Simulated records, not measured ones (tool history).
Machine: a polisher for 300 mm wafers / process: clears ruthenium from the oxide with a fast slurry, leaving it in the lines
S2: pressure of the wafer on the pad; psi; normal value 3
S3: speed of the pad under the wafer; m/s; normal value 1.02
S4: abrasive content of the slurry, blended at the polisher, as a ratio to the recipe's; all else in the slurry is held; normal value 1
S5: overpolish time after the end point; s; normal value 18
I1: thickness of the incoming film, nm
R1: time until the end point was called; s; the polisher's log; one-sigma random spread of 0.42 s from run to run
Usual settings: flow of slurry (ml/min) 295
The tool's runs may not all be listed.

{"run": 1, "day": 0.0, "flow of slurry (ml/min)": 295, "S2": 3, "S3": 1.02, "S4": 1, "S5": 18, "I1": 189.7, "R1": 33.5}
{"run": 2, "day": 0.9, "flow of slurry (ml/min)": 295, "S2": 3, "S3": 1.02, "S4": 1, "S5": 18, "I1": 188, "R1": 34.4}
{"run": 3, "day": 1.492, "flow of slurry (ml/min)": 295, "S2": 3, "S3": 1.02, "S4": 1, "S5": 18, "I1": 188.7, "R1": 34.9}
{"run": 4, "day": 2.921, "flow of slurry (ml/min)": 295, "S2": 3, "S3": 1.02, "S4": 1, "S5": 18, "I1": 191.3, "R1": 35.3}
{"run": 5, "day": 3.662, "flow of slurry (ml/min)": 295, "S2": 3, "S3": 1.02, "S4": 1, "S5": 18, "I1": 192.4, "R1": 36.9}
{"run": 6, "day": 4.65, "flow of slurry (ml/min)": 295, "S2": 3, "S3": 1.02, "S4": 1, "S5": 18, "I1": 192.7, "R1": 36.3}
{"day": 4.817, "done": "worn pad replaced by a new one"}
{"day": 5.321, "done": "head pressure recalibrated"}
{"day": 5.525, "done": "slurry blender recalibrated"}
{"run": 7, "day": 5.921, "flow of slurry (ml/min)": 295, "S2": 3, "S3": 1.02, "S4": 1, "S5": 18, "I1": 192.6, "R1": 30.2}
{"run": 8, "day": 7.067, "flow of slurry (ml/min)": 295, "S2": 3, "S3": 1.22, "S4": 1, "S5": 18, "I1": 193.1, "R1": 27.1}
{"run": 9, "day": 8.512, "flow of slurry (ml/min)": 230, "S2": 2.7, "S3": 1.02, "S4": 0.7, "S5": 18, "I1": 190.9, "R1": 40.7}
{"run": 10, "day": 9.904, "flow of slurry (ml/min)": 295, "S2": 3, "S3": 1.02, "S4": 1.25, "S5": 10, "I1": 187.7, "R1": 30.3}
{"run": 11, "day": 10.421, "flow of slurry (ml/min)": 295, "S2": 3, "S3": 1.02, "S4": 1, "S5": 18, "I1": 188.2, "R1": 32.4}
{"run": 12, "day": 11.438, "flow of slurry (ml/min)": 295, "S2": 2.5, "S3": 1.26, "S4": 1, "S5": 10, "I1": 192.3, "R1": 34.8}
{"run": 13, "day": 12.679, "flow of slurry (ml/min)": 295, "S2": 3.8, "S3": 1.02, "S4": 1.15, "S5": 18, "I1": 189.1, "R1": 27}
{"day": 13.238, "done": "slurry nozzle cleaned"}
{"day": 13.517, "done": "worn pad replaced by a new one"}
{"run": 14, "day": 13.738, "flow of slurry (ml/min)": 295, "S2": 3, "S3": 1.02, "S4": 1, "S5": 18, "I1": 193, "R1": 31.9}
{"run": 15, "day": 14.292, "flow of slurry (ml/min)": 190, "S2": 3.8, "S3": 1.02, "S4": 1, "S5": 13, "I1": 192.3, "R1": 25.2}
{"run": 16, "day": 15.033, "flow of slurry (ml/min)": 335, "S2": 3, "S3": 1.02, "S4": 1, "S5": 18, "I1": 192.1, "R1": 31.5}
{"run": 17, "day": 16.146, "flow of slurry (ml/min)": 295, "S2": 3, "S3": 1.34, "S4": 1, "S5": 18, "I1": 190.8, "R1": 25.5}
{"run": 18, "day": 16.746, "flow of slurry (ml/min)": 200, "S2": 3.4, "S3": 1.12, "S4": 1, "S5": 26, "I1": 189.4, "R1": 26.5}
{"day": 17.833, "done": "slurry blender recalibrated"}
{"run": 19, "day": 18.029, "flow of slurry (ml/min)": 295, "S2": 3, "S3": 1.02, "S4": 1, "S5": 18, "I1": 191.6, "R1": 33.2}
{"run": 20, "day": 19.296, "flow of slurry (ml/min)": 395, "S2": 3, "S3": 1.12, "S4": 1, "S5": 24, "I1": 188.5, "R1": 30.6}
{"run": 21, "day": 20.283, "flow of slurry (ml/min)": 295, "S2": 3, "S3": 1.02, "S4": 1, "S5": 18, "I1": 190.8, "R1": 34.4}
{"run": 22, "day": 20.804, "flow of slurry (ml/min)": 355, "S2": 3, "S3": 1.02, "S4": 1.2, "S5": 18, "I1": 190.2, "R1": 31.9}
{"run": 23, "day": 22.088, "flow of slurry (ml/min)": 295, "S2": 3, "S3": 1.02, "S4": 1, "S5": 18, "I1": 190.1, "R1": 34.9}
{"day": 23.008, "done": "worn pad replaced by a new one"}
{"run": 24, "day": 23.283, "flow of slurry (ml/min)": 345, "S2": 3, "S3": 1.02, "S4": 1, "S5": 8, "I1": 192.5, "R1": 31.6}
{"run": 25, "day": 24.754, "flow of slurry (ml/min)": 295, "S2": 3, "S3": 1.02, "S4": 1, "S5": 18, "I1": 186.3, "R1": 31.7}
{"run": 26, "day": 25.525, "flow of slurry (ml/min)": 295, "S2": 3, "S3": 1.02, "S4": 1, "S5": 18, "I1": 190.4, "R1": 32.4}
{"run": 27, "day": 26.738, "flow of slurry (ml/min)": 260, "S2": 3, "S3": 1.38, "S4": 0.9, "S5": 24, "I1": 190, "R1": 26.8}

What if the next run were any one of these 5? Each begins from the tool's condition after run 27:
{"run": "A", "day": 26.754, "flow of slurry (ml/min)": 295, "S2": 3, "S3": 0.76, "S4": 1, "S5": 18, "I1": 189.9, "R1": "?"}
{"run": "B", "day": 26.754, "flow of slurry (ml/min)": 295, "S2": 3, "S3": 1.02, "S4": 1.3, "S5": 13, "I1": 189.9, "R1": "?"}
{"run": "C", "day": 26.754, "flow of slurry (ml/min)": 295, "S2": 2.6, "S3": 1.02, "S4": 0.85, "S5": 18, "I1": 189.9, "R1": "?"}
{"run": "D", "day": 26.754, "flow of slurry (ml/min)": 295, "S2": 3, "S3": 1.02, "S4": 1.2, "S5": 18, "I1": 189.9, "R1": "?"}
{"run": "E", "day": 26.754, "flow of slurry (ml/min)": 295, "S2": 2.7, "S3": 1.02, "S4": 0.8, "S5": 13, "I1": 189.9, "R1": "?"}

run=A R1=42.5
run=B R1=31.1
run=C R1=40.9
run=D R1=31.9
run=E R1=40.2
What these runs would have given with no unlogged condition in the tool:
run=A R1=38.2
run=B R1=28
run=C R1=36.8
run=D R1=28.7
run=E R1=36.1
